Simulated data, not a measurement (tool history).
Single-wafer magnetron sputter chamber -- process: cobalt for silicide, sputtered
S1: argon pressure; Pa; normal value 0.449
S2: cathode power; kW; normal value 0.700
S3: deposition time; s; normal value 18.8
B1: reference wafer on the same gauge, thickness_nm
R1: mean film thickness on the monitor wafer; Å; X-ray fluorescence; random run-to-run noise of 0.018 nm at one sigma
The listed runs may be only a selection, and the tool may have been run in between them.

run,hour,S1,S2,S3,B1,R1
1,0.0,0.449,0.700,18.8,5.973,59.69
2,57.0,0.449,0.700,18.8,5.969,59.85
3,149.1,0.449,0.700,18.8,5.970,59.25
4,227.5,0.449,0.700,18.8,5.968,59.23
5,296.6,0.504,0.550,18.8,5.970,45.26
# hour 338.7: sputter target and shields replaced
# hour 370.2: gauge calibrated
6,387.4,0.449,0.700,18.8,5.970,60.14
7,475.1,0.449,0.700,17.2,5.969,54.64
8,578.2,0.449,0.700,18.8,5.968,59.65
9,674.7,0.449,0.700,18.8,5.971,59.26
10,736.6,0.449,0.700,18.8,5.970,59.34
11,784.5,0.449,0.700,18.8,5.976,59.12
# hour 841.1: sputter target and shields replaced
12,841.6,0.449,0.700,18.8,5.964,60.04
13,930.5,0.449,0.600,18.8,5.974,51.29
14,974.7,0.449,0.600,18.8,5.975,51.42
15,1057.9,0.343,0.700,17.1,5.970,56.43
# hour 1110.8: capacitance manometer re-zeroed and calibrated
16,1123.5,0.291,0.600,15.5,5.971,44.65
17,1180.4,0.449,0.700,18.8,5.968,59.37
18,1251.4,0.449,0.650,18.8,5.971,54.85
# hour 1273.5: sputter target and shields replaced
19,1320.5,0.358,0.700,18.8,5.970,61.87
20,1411.9,0.298,0.800,16.1,5.962,61.81
21,1507.3,0.537,0.700,16.1,5.967,49.35
# hour 1576.8: gauge calibrated
22,1581.3,0.280,0.700,18.8,5.973,63.61
# hour 1687.2: magnet pack replaced
# hour 1694.6: sputter target and shields replaced
23,1695.1,0.449,0.700,18.8,5.968,60.25
24,1748.8,0.613,0.700,22.6,5.972,67.81
25,1802.5,0.615,0.700,17.5,5.972,52.12
26,1876.0,0.449,0.550,15.5,5.973,38.40
27,1961.6,0.449,0.700,18.8,5.969,59.57
28,2042.9,0.519,0.800,19.8,5.968,69.24
# hour 2150.2: sputter target and shields replaced
29,2331.9,0.449,0.700,18.8,5.972,59.53

State the hidden condition of the tool at each of the runs:
true argon pressure above the setpoint (%): 0 at every run
gauge reads high (%): 0 at every run
H1: deposition rate above that of a new target (%)
run,H1
1,-0.85
2,-1.1
3,-1.51
4,-1.86
5,-2.16
6,-0.362
7,-0.75
8,-1.21
9,-1.63
10,-1.91
11,-2.12
12,-0.207
13,-0.601
14,-0.796
15,-1.16
16,-1.45
17,-1.71
18,-2.02
19,-0.326
20,-0.731
21,-1.15
22,-1.48
23,-0.133
24,-0.37
25,-0.608
26,-0.933
27,-1.31
28,-1.67
29,-0.986
